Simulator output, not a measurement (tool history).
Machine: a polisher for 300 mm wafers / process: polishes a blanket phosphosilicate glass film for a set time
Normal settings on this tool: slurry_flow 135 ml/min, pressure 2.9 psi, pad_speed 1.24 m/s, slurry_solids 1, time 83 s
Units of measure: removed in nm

run	day	slurry_flow	pressure	pad_speed	slurry_solids	time	incoming thickness of the incoming film, nm	removed
1	0	135	2.9	1.24	1	83	3136.8	577.7
# day 0.896: conditioning disc replaced and pad reconditioned
# day 1.5: worn pad replaced by a new one
2	3.879	135	2.9	1.24	1	83	3166.7	535.8
3	6.329	135	2.9	1.24	1	83	3182.9	544.9
# day 8.171: slurry blender recalibrated
4	9.046	135	2.9	1.24	1	83	3181.8	594.8
# day 10.462: slurry nozzle cleaned
5	11.475	135	2.9	1.24	1	83	3152.1	552.8
# day 12.071: conditioning disc replaced and pad reconditioned
6	13.404	135	2.9	1.24	1	83	3174.5	531.9
# day 14.333: worn pad replaced by a new one
7	17.358	135	2.9	1.24	1	83	3173.1	508.9
# day 20.896: slurry blender recalibrated
8	21.112	135	2.9	1.24	1	83	3148.5	625.1
9	22.646	135	2.9	1.24	1	83	3142.4	565.6
10	24.592	135	2.9	1.24	1	83	3158.5	567.3
# day 24.733: conditioning disc replaced and pad reconditioned
11	26.967	135	2.9	1.24	1.2	60	3208.6	427.2
# day 27.292: worn pad replaced by a new one
12	29.762	135	2.9	1.24	1	83	3134.7	511.9
# day 33.017: slurry blender recalibrated
13	33.121	135	2.4	1.66	1	83	3150.7	652.1
# day 34.329: slurry nozzle cleaned
# day 34.592: head pressure recalibrated
# day 36.167: conditioning disc replaced and pad reconditioned
# day 40.108: worn pad replaced by a new one
# day 44.204: slurry blender recalibrated
14	44.717	135	2.9	1.24	0.75	83	3195.7	502.9
# day 48.308: conditioning disc replaced and pad reconditioned
15	48.446	170	3.5	1.24	1	68	3222.2	573.1
# day 53.571: worn pad replaced by a new one
16	54.283	90	3.4	1.24	1.2	100	3214.4	741.7
17	56.612	135	2.6	1.24	1	83	3169.4	483.5
# day 57.208: slurry blender recalibrated
18	59.171	100	2.9	1.24	1	58	3177.8	375.9

Branching from run 18: 5 alternative next runs. What would each branch give?
A	59.188	135	2.9	1.24	1.15	83	3171	?
B	59.188	105	2.2	1.24	1	83	3171	?
C	59.188	135	2.1	1.12	1	107	3171	?
D	59.188	135	3.4	1.24	1	83	3171	?
E	59.188	105	2.9	0.88	0.85	67	3171	?

run	removed
A	622.6
B	428.6
C	521.3
D	655.8
E	295.1
What these runs would have given with no unlogged condition in the tool:
run	removed
A	695.4
B	482.3
C	586.6
D	738
E	335.2
